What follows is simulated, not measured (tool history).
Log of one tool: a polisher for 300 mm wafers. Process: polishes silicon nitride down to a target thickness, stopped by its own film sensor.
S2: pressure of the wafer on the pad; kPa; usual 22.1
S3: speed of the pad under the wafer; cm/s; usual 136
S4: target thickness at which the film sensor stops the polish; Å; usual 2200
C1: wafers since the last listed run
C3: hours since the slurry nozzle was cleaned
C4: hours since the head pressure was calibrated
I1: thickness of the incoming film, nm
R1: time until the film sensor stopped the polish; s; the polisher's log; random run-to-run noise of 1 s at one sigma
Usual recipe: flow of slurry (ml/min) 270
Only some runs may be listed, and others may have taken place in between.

{"run": 1, "hour": 0.0, "flow of slurry (ml/min)": 270, "S2": 22.1, "S3": 136, "S4": 2200, "C1": 0, "wafers polished on this pad": 631, "C3": 721.1, "C4": 1021.5, "I1": 354.7, "R1": 84.3}
{"run": 2, "hour": 8.1, "flow of slurry (ml/min)": 270, "S2": 22.1, "S3": 136, "S4": 2200, "C1": 100, "wafers polished on this pad": 732, "C3": 729.2, "C4": 1029.6, "I1": 357.1, "R1": 85.7}
{"run": 3, "hour": 15.9, "flow of slurry (ml/min)": 270, "S2": 22.1, "S3": 136, "S4": 2200, "C1": 97, "wafers polished on this pad": 829, "C3": 737.0, "C4": 1037.4, "I1": 350.7, "R1": 82.3}
{"run": 4, "hour": 30.6, "flow of slurry (ml/min)": 270, "S2": 22.1, "S3": 136, "S4": 2200, "C1": 183, "wafers polished on this pad": 1012, "C3": 751.7, "C4": 1052.1, "I1": 344.6, "R1": 77.3}
{"run": 5, "hour": 42.1, "flow of slurry (ml/min)": 270, "S2": 22.1, "S3": 136, "S4": 2200, "C1": 143, "wafers polished on this pad": 1155, "C3": 763.2, "C4": 1063.6, "I1": 352.0, "R1": 82.9}
{"hour": 52.5, "done": "worn pad replaced by a new one"}
{"run": 6, "hour": 59.0, "flow of slurry (ml/min)": 270, "S2": 26.9, "S3": 136, "S4": 2200, "C1": 160, "wafers polished on this pad": 80, "C3": 780.1, "C4": 1080.5, "I1": 350.3, "R1": 65.4}
{"run": 7, "hour": 69.2, "flow of slurry (ml/min)": 270, "S2": 26.9, "S3": 136, "S4": 2200, "C1": 127, "wafers polished on this pad": 207, "C3": 790.3, "C4": 1090.7, "I1": 348.9, "R1": 66.5}
{"run": 8, "hour": 76.7, "flow of slurry (ml/min)": 270, "S2": 26.9, "S3": 136, "S4": 2200, "C1": 93, "wafers polished on this pad": 301, "C3": 797.8, "C4": 1098.2, "I1": 348.6, "R1": 66.4}
{"run": 9, "hour": 87.7, "flow of slurry (ml/min)": 340, "S2": 22.1, "S3": 136, "S4": 2440, "C1": 137, "wafers polished on this pad": 438, "C3": 808.8, "C4": 1109.2, "I1": 347.2, "R1": 62.4}
{"run": 10, "hour": 94.3, "flow of slurry (ml/min)": 340, "S2": 22.1, "S3": 136, "S4": 2440, "C1": 82, "wafers polished on this pad": 520, "C3": 815.4, "C4": 1115.8, "I1": 348.2, "R1": 63.8}
{"run": 11, "hour": 108.4, "flow of slurry (ml/min)": 340, "S2": 22.1, "S3": 136, "S4": 2440, "C1": 175, "wafers polished on this pad": 696, "C3": 829.5, "C4": 1129.9, "I1": 351.8, "R1": 66.6}
{"run": 12, "hour": 117.6, "flow of slurry (ml/min)": 270, "S2": 22.1, "S3": 136, "S4": 2200, "C1": 114, "wafers polished on this pad": 811, "C3": 838.7, "C4": 1139.1, "I1": 347.3, "R1": 79.8}
{"run": 13, "hour": 128.5, "flow of slurry (ml/min)": 270, "S2": 22.1, "S3": 136, "S4": 2200, "C1": 135, "wafers polished on this pad": 947, "C3": 849.6, "C4": 1150.0, "I1": 351.4, "R1": 82.6}
{"hour": 139.8, "done": "worn pad replaced by a new one, of another model than before"}
{"run": 14, "hour": 142.1, "flow of slurry (ml/min)": 270, "S2": 22.1, "S3": 136, "S4": 2200, "C1": 119, "wafers polished on this pad": 29, "C3": 863.2, "C4": 1163.6, "I1": 343.9, "R1": 76.1}
{"hour": 153.9, "done": "head pressure recalibrated"}
{"run": 15, "hour": 154.4, "flow of slurry (ml/min)": 270, "S2": 19.3, "S3": 148, "S4": 2200, "C1": 128, "wafers polished on this pad": 157, "C3": 875.5, "C4": 0.5, "I1": 353.7, "R1": 78.5}
{"run": 16, "hour": 163.2, "flow of slurry (ml/min)": 270, "S2": 19.3, "S3": 148, "S4": 2200, "C1": 109, "wafers polished on this pad": 267, "C3": 884.3, "C4": 9.3, "I1": 344.5, "R1": 72.4}
{"run": 17, "hour": 175.6, "flow of slurry (ml/min)": 180, "S2": 17.2, "S3": 136, "S4": 2200, "C1": 154, "wafers polished on this pad": 421, "C3": 896.7, "C4": 21.7, "I1": 355.7, "R1": 93.4}
{"hour": 176.9, "done": "slurry nozzle cleaned"}
{"run": 18, "hour": 184.1, "flow of slurry (ml/min)": 310, "S2": 26.2, "S3": 118, "S4": 2630, "C1": 93, "wafers polished on this pad": 515, "C3": 7.2, "C4": 30.2, "I1": 348.2, "R1": 44.4}
{"run": 19, "hour": 190.4, "flow of slurry (ml/min)": 190, "S2": 26.2, "S3": 120, "S4": 2450, "C1": 78, "wafers polished on this pad": 593, "C3": 13.5, "C4": 36.5, "I1": 351.8, "R1": 56.6}
{"run": 20, "hour": 199.2, "flow of slurry (ml/min)": 270, "S2": 22.1, "S3": 90, "S4": 2200, "C1": 109, "wafers polished on this pad": 703, "C3": 22.3, "C4": 45.3, "I1": 347.1, "R1": 87.0}
{"run": 21, "hour": 213.7, "flow of slurry (ml/min)": 295, "S2": 22.1, "S3": 136, "S4": 1770, "C1": 180, "wafers polished on this pad": 884, "C3": 36.8, "C4": 59.8, "I1": 356.8, "R1": 100.3}
{"hour": 225.0, "done": "worn pad replaced by a new one"}
{"run": 22, "hour": 225.5, "flow of slurry (ml/min)": 270, "S2": 14.5, "S3": 136, "S4": 2400, "C1": 97, "wafers polished on this pad": 6, "C3": 48.6, "C4": 71.6, "I1": 350.4, "R1": 83.8}
{"run": 23, "hour": 239.2, "flow of slurry (ml/min)": 350, "S2": 15.9, "S3": 136, "S4": 2200, "C1": 170, "wafers polished on this pad": 176, "C3": 62.3, "C4": 85.3, "I1": 349.5, "R1": 91.9}
{"run": 24, "hour": 245.8, "flow of slurry (ml/min)": 270, "S2": 17.2, "S3": 88, "S4": 1780, "C1": 82, "wafers polished on this pad": 259, "C3": 68.9, "C4": 91.9, "I1": 346.5, "R1": 140.4}
{"run": 25, "hour": 256.2, "flow of slurry (ml/min)": 270, "S2": 22.1, "S3": 136, "S4": 2200, "C1": 129, "wafers polished on this pad": 388, "C3": 79.3, "C4": 102.3, "I1": 347.7, "R1": 70.2}
{"run": 26, "hour": 272.9, "flow of slurry (ml/min)": 270, "S2": 19.3, "S3": 158, "S4": 2200, "C1": 208, "wafers polished on this pad": 596, "C3": 96.0, "C4": 119.0, "I1": 353.8, "R1": 76.5}
{"run": 27, "hour": 281.1, "flow of slurry (ml/min)": 270, "S2": 22.1, "S3": 110, "S4": 2200, "C1": 102, "wafers polished on this pad": 698, "C3": 104.2, "C4": 127.2, "I1": 349.2, "R1": 80.6}
{"run": 28, "hour": 293.6, "flow of slurry (ml/min)": 270, "S2": 22.1, "S3": 170, "S4": 2040, "C1": 155, "wafers polished on this pad": 854, "C3": 116.7, "C4": 139.7, "I1": 344.8, "R1": 68.9}
{"run": 29, "hour": 301.7, "flow of slurry (ml/min)": 270, "S2": 22.1, "S3": 136, "S4": 2200, "C1": 100, "wafers polished on this pad": 955, "C3": 124.8, "C4": 147.8, "I1": 352.4, "R1": 71.8}
{"run": 30, "hour": 315.3, "flow of slurry (ml/min)": 270, "S2": 22.1, "S3": 136, "S4": 2200, "C1": 169, "wafers polished on this pad": 1125, "C3": 138.4, "C4": 161.4, "I1": 351.2, "R1": 75.0}
{"run": 31, "hour": 322.6, "flow of slurry (ml/min)": 270, "S2": 22.1, "S3": 136, "S4": 2200, "C1": 90, "wafers polished on this pad": 1216, "C3": 145.7, "C4": 168.7, "I1": 351.4, "R1": 73.4}
{"hour": 334.7, "done": "worn pad replaced by a new one"}
{"run": 32, "hour": 337.6, "flow of slurry (ml/min)": 270, "S2": 17.9, "S3": 136, "S4": 2200, "C1": 137, "wafers polished on this pad": 36, "C3": 160.7, "C4": 183.7, "I1": 356.4, "R1": 89.8}
{"run": 33, "hour": 351.7, "flow of slurry (ml/min)": 330, "S2": 29.0, "S3": 164, "S4": 2640, "C1": 175, "wafers polished on this pad": 212, "C3": 174.8, "C4": 197.8, "I1": 343.5, "R1": 31.7}
{"run": 34, "hour": 368.2, "flow of slurry (ml/min)": 340, "S2": 22.1, "S3": 136, "S4": 2440, "C1": 205, "wafers polished on this pad": 417, "C3": 191.3, "C4": 214.3, "I1": 349.1, "R1": 59.1}
{"run": 35, "hour": 384.3, "flow of slurry (ml/min)": 340, "S2": 22.1, "S3": 108, "S4": 2340, "C1": 200, "wafers polished on this pad": 618, "C3": 207.4, "C4": 230.4, "I1": 352.8, "R1": 74.8}
{"run": 36, "hour": 394.8, "flow of slurry (ml/min)": 270, "S2": 22.1, "S3": 136, "S4": 2200, "C1": 130, "wafers polished on this pad": 749, "C3": 217.9, "C4": 240.9, "I1": 347.1, "R1": 72.6}
{"run": 37, "hour": 408.3, "flow of slurry (ml/min)": 270, "S2": 20.0, "S3": 136, "S4": 2540, "C1": 168, "wafers polished on this pad": 917, "C3": 231.4, "C4": 254.4, "I1": 349.8, "R1": 57.3}
{"run": 38, "hour": 422.1, "flow of slurry (ml/min)": 350, "S2": 15.2, "S3": 136, "S4": 2060, "C1": 171, "wafers polished on this pad": 1089, "C3": 245.2, "C4": 268.2, "I1": 351.6, "R1": 105.8}

Results for each run, recomputed without the tool's hidden state and with each run's random variation untouched:
Unlogged tool condition in this case: removal rate lost through wear of the pad, %; slurry flow missing at the pad, %; deviation of the head's pressure from its setpoint, %.
run=1 R1=75.8
run=2 R1=77.0
run=3 R1=73.8
run=4 R1=69.2
run=5 R1=74.2
run=6 R1=58.4
run=7 R1=59.3
run=8 R1=59.1
run=9 R1=55.5
run=10 R1=56.7
run=11 R1=59.1
run=12 R1=70.7
run=13 R1=73.2
run=14 R1=69.5
run=15 R1=79.2
run=16 R1=72.9
run=17 R1=94.1
run=18 R1=44.7
run=19 R1=57.0
run=20 R1=87.5
run=21 R1=100.7
run=22 R1=84.0
run=23 R1=92.1
run=24 R1=140.7
run=25 R1=70.3
run=26 R1=76.5
run=27 R1=80.5
run=28 R1=68.7
run=29 R1=71.6
run=30 R1=74.7
run=31 R1=73.1
run=32 R1=89.3
run=33 R1=31.5
run=34 R1=58.6
run=35 R1=74.2
run=36 R1=71.9
run=37 R1=56.7
run=38 R1=104.6
